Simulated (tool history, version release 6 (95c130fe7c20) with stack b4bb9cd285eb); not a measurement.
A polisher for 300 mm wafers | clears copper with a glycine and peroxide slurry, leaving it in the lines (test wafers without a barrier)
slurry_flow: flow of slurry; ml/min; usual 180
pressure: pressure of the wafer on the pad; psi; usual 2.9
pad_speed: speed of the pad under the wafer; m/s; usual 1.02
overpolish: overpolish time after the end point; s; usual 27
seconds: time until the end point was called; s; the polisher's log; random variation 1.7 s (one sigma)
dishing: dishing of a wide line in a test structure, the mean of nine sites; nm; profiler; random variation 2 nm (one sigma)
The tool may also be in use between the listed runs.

run,hour,slurry_flow,pressure,pad_speed,overpolish,"incoming thickness of the incoming film, nm",seconds,dishing
1,0.0,225,2.9,1.12,27,673.3,130.8,84.2
2,8.9,225,2.9,1.12,27,673.4,131.8,83.4
3,26.6,180,2.9,1.02,33,672.5,148.3,87.9
4,38.7,180,2.9,1.02,33,680.8,149.6,87.5
5,52.0,180,2.9,1.02,27,671.2,149.6,75.6
6,61.0,180,2.9,0.74,27,663.9,178.8,62.9
7,71.4,180,2.9,1.02,27,679.5,151.4,75.7
8,82.8,180,2.9,1.18,27,673.7,139.3,79.8
# hour 90.6: worn pad replaced by a new one, of another model than before
9,97.8,180,2.9,1.18,27,670.8,115.7,90.7
10,109.2,180,2.9,1.02,27,682.8,137.4,83.8
11,125.1,180,2.9,1.02,27,676.3,138.3,80.9
12,138.0,180,2.9,1.02,27,658.6,134.5,78.8
13,146.9,180,2.9,1.02,27,671.0,138.0,82.1
14,155.8,180,2.9,1.02,27,669.2,142.6,82.6
15,168.0,215,2.9,1.02,22,671.1,140.6,70.8
16,178.5,180,2.9,1.02,27,670.3,139.5,75.7
17,184.9,215,2.9,1.02,27,680.4,136.9,81.2
18,199.5,180,2.9,1.38,41,663.2,104.6,122.7
# hour 213.4: head pressure recalibrated
19,213.9,180,2.3,1.02,36,669.6,173.6,83.7
20,228.2,180,2.9,0.84,35,673.0,179.8,82.1
21,244.4,230,2.2,1.02,27,676.5,180.7,64.6
# hour 260.6: worn pad replaced by a new one
22,261.2,180,2.9,1.02,27,664.1,130.5,80.6
23,278.2,180,2.9,1.02,27,681.0,134.6,78.7
# hour 289.4: slurry nozzle cleaned
24,291.7,180,2.9,1.02,27,663.3,133.6,77.0
25,307.8,235,2.5,1.02,27,659.9,146.7,76.9
26,357.8,180,2.1,1.02,11,670.8,184.0,28.9

Run 27 comes next. What will it give?
27,364.9,180,1.9,0.84,27,680.8,?,?

seconds: 243.4 s
dishing: 53.2 nm
Without the tool's hidden state the same run would have given seconds 225.0 s, dishing 56.8 nm.
